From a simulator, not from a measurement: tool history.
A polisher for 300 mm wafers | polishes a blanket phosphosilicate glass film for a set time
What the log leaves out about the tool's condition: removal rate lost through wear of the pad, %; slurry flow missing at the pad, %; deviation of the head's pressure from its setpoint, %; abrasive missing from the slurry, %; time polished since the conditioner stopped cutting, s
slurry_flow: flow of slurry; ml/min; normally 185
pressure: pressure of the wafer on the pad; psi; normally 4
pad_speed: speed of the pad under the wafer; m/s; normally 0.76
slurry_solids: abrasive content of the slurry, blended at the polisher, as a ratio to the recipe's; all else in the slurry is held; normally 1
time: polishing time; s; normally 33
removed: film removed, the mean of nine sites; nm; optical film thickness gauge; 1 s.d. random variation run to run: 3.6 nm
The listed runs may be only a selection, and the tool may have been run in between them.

run,day,slurry_flow,pressure,pad_speed,slurry_solids,time,wafers since the last listed run,wafers polished on this pad,hours since the slurry nozzle was cleaned,hours since the head pressure was calibrated,hours since the slurry blender was calibrated,hours since the conditioning disc was replaced,"incoming thickness of the incoming film, nm",removed
1,0,185,4,0.76,1,28,0,189,433.6,1346.7,381,83.4,3103.4,202.2
2,0.671,185,4,0.76,1,28,199,389,449.7,1362.8,397.1,99.5,3153.4,201.3
3,1.25,185,4,0.76,1,33,172,562,463.6,1376.7,411,113.4,3178.7,241.3
# day 1.442: conditioning disc replaced and pad reconditioned
4,1.646,185,4,0.76,1,33,93,655,473.1,1386.2,420.5,4.9,3143.5,246.1
5,1.95,185,4,0.76,1.2,33,90,745,480.4,1393.5,427.8,12.2,3111.5,258.5
6,2.621,185,4,0.76,1.2,33,199,945,496.5,1409.6,443.9,28.3,3172.9,258.8
# day 2.796: slurry blender recalibrated
7,2.962,185,4,0.76,1,33,77,1022,504.7,1417.8,4,36.5,3072,243.7
# day 3.662: worn pad replaced by a new one
8,3.683,185,4,0.76,1,28,165,6,522,1435.1,21.3,53.8,3063.7,201.2
9,4,185,4,0.96,1,27,94,100,529.6,1442.7,28.9,61.4,3125,233.5
10,4.521,185,2.8,0.66,1.1,33,155,255,542.1,1455.2,41.4,73.9,3172.7,163.1
11,5,185,4,0.76,1,33,142,398,553.6,1466.7,52.9,85.4,3112.5,245.6
12,5.504,185,4,0.76,1,33,150,548,565.7,1478.8,65,97.5,3100.8,238.4
13,5.975,220,2.8,0.76,0.8,33,140,689,577,1490.1,76.3,108.8,3169.4,158.3
# day 6.575: head pressure recalibrated
14,6.596,185,4,0.76,1.2,33,160,849,591.9,0.5,91.2,123.7,3100.9,255.2
# day 6.979: conditioning disc replaced and pad reconditioned
15,7.088,155,4.6,0.76,1,33,121,971,603.7,12.3,103,2.6,3139.9,282.1
16,7.546,185,4,0.76,1,28,136,1107,614.7,23.3,114,13.6,3073.3,208.9
# day 7.704: slurry nozzle cleaned
# day 7.862: worn pad replaced by a new one
17,8.058,155,4,0.76,1,33,93,58,8.5,35.6,126.3,25.9,3082.5,242.4
18,8.392,125,4.5,0.76,1.2,33,99,157,16.5,43.6,134.3,33.9,3107.5,277.6
19,9.092,185,4,0.76,1,33,208,366,33.3,60.4,151.1,50.7,3061.9,238.9
20,9.417,185,4,0.76,1,33,96,463,41.1,68.2,158.9,58.5,3067.9,241
21,9.708,130,4,0.98,0.9,33,86,550,48.1,75.2,165.9,65.5,3129.3,256.5
22,10.171,225,4,0.76,1,33,137,687,59.2,86.3,177,76.6,3110.6,244.5
23,10.829,165,4,0.76,1.25,42,196,884,75,102.1,192.8,92.4,3187,330.8
24,11.092,185,4,0.62,1,33,78,962,81.3,108.4,199.1,98.7,3143.2,204.9
# day 11.204: conditioning disc replaced and pad reconditioned
25,11.612,185,3.3,0.76,1,33,130,1092,93.8,120.9,211.6,9.8,3126.3,209.9
26,12.05,185,4.6,0.76,0.85,33,130,1223,104.3,131.4,222.1,20.3,3080.9,256.1
# day 12.254: worn pad replaced by a new one
27,12.675,160,4.4,0.92,0.7,33,136,126,119.3,146.4,237.1,35.3,3118.4,260.4

Here are 3 independent what-if runs from the current tool condition. What would each one return?
A,12.692,185,4.6,0.76,1,33,4,131,119.7,146.8,237.5,35.7,3139.8,?
B,12.692,185,5.2,0.76,1,33,4,131,119.7,146.8,237.5,35.7,3139.8,?
C,12.692,185,3.2,0.76,1,33,4,131,119.7,146.8,237.5,35.7,3139.8,?

run,removed
A,279.8
B,311.4
C,204.8
What these runs would have given with no unlogged condition in the tool:
run,removed
A,295.7
B,331
C,213.5

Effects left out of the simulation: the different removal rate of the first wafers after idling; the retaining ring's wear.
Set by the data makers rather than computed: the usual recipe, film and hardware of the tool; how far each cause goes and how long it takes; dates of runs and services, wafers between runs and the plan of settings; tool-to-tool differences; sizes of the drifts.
